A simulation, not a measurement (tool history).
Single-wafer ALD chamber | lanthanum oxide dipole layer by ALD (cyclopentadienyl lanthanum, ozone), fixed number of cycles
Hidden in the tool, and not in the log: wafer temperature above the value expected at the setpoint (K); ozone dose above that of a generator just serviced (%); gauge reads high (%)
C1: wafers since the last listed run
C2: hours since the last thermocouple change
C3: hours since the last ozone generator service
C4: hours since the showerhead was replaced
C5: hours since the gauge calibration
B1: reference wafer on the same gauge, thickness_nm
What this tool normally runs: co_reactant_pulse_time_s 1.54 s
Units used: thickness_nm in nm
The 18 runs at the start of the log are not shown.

Run 19, hour 1328.3: usual settings but co_reactant_pulse_time_s 1.77 s; C1 821; C2 2485.1; C3 134; C4 605.9; C5 220.1; B1 0.423. Result: thickness_nm 0.5 nm.
Run 20, hour 1372.7: usual settings but co_reactant_pulse_time_s 1.82 s; C1 889; C2 2529.5; C3 178.4; C4 650.3; C5 264.5; B1 0.423. Result: thickness_nm 0.499 nm.
Run 21, hour 1440.8: usual settings; C1 1364; C2 2597.6; C3 246.5; C4 718.4; C5 332.6; B1 0.423. Result: thickness_nm 0.485 nm.
Run 22, hour 1500.6: usual settings but co_reactant_pulse_time_s 0.98 s; C1 1198; C2 2657.4; C3 306.3; C4 778.2; C5 392.4; B1 0.423. Result: thickness_nm 0.414 nm.
At hour 1525.1: thermocouple changed; heater temperature recalibrated.
Run 23, hour 1582: usual settings; C1 1470; C2 56.9; C3 387.7; C4 859.6; C5 473.8; B1 0.423. Result: thickness_nm 0.483 nm.
Run 24, hour 1667.3: usual settings but co_reactant_pulse_time_s 1.19 s; C1 1708; C2 142.2; C3 473; C4 944.9; C5 559.1; B1 0.423. Result: thickness_nm 0.448 nm.
Run 25, hour 1751.2: usual settings but co_reactant_pulse_time_s 2.08 s; C1 1680; C2 226.1; C3 556.9; C4 1028.8; C5 643; B1 0.423. Result: thickness_nm 0.504 nm.
Run 26, hour 1818.7: usual settings but co_reactant_pulse_time_s 1.08 s; C1 1352; C2 293.6; C3 624.4; C4 1096.3; C5 710.5; B1 0.423. Result: thickness_nm 0.428 nm.
Run 27, hour 1889.5: usual settings; C1 1418; C2 364.4; C3 695.2; C4 1167.1; C5 781.3; B1 0.423. Result: thickness_nm 0.479 nm.
Run 28, hour 1955.4: usual settings but co_reactant_pulse_time_s 1.76 s; C1 1320; C2 430.3; C3 761.1; C4 1233; C5 847.2; B1 0.423. Result: thickness_nm 0.497 nm.
At hour 1998.6: ozone generator serviced.
Run 29, hour 2063.2: usual settings but co_reactant_pulse_time_s 1.97 s; C1 1999; C2 538.1; C3 64.6; C4 1340.8; C5 955; B1 0.423. Result: thickness_nm 0.504 nm.
Run 30, hour 2165.1: usual settings but co_reactant_pulse_time_s 2.1 s; C1 2041; C2 640; C3 166.5; C4 1442.7; C5 1056.9; B1 0.423. Result: thickness_nm 0.507 nm.
Run 31, hour 2242.5: usual settings; C1 1550; C2 717.4; C3 243.9; C4 1520.1; C5 1134.3; B1 0.423. Result: thickness_nm 0.486 nm.

Consider 5 possible next runs. They are alternatives, not a sequence: every one starts from the tool as it was left by run 31. What does each give?
Run A, hour 2242.9: usual settings but co_reactant_pulse_time_s 1.71 s; C1 8; C2 717.8; C3 244.3; C4 1520.5; C5 1134.7; B1 ?. Result: thickness_nm ?.
Run B, hour 2242.9: usual settings but co_reactant_pulse_time_s 1.09 s; C1 8; C2 717.8; C3 244.3; C4 1520.5; C5 1134.7; B1 ?. Result: thickness_nm ?.
Run C, hour 2242.9: usual settings but co_reactant_pulse_time_s 1.03 s; C1 8; C2 717.8; C3 244.3; C4 1520.5; C5 1134.7; B1 ?. Result: thickness_nm ?.
Run D, hour 2242.9: usual settings but co_reactant_pulse_time_s 0.97 s; C1 8; C2 717.8; C3 244.3; C4 1520.5; C5 1134.7; B1 ?. Result: thickness_nm ?.
Run E, hour 2242.9: usual settings but co_reactant_pulse_time_s 2.11 s; C1 8; C2 717.8; C3 244.3; C4 1520.5; C5 1134.7; B1 ?. Result: thickness_nm ?.

run     B1  thickness_nm
  A  0.423         0.497
  B  0.423         0.437
  C  0.423         0.426
  D  0.423         0.413
  E  0.423         0.509
What these runs would have given with no unlogged condition in the tool:
run  thickness_nm
  A         0.502
  B          0.45
  C          0.44
  D         0.428
  E         0.512
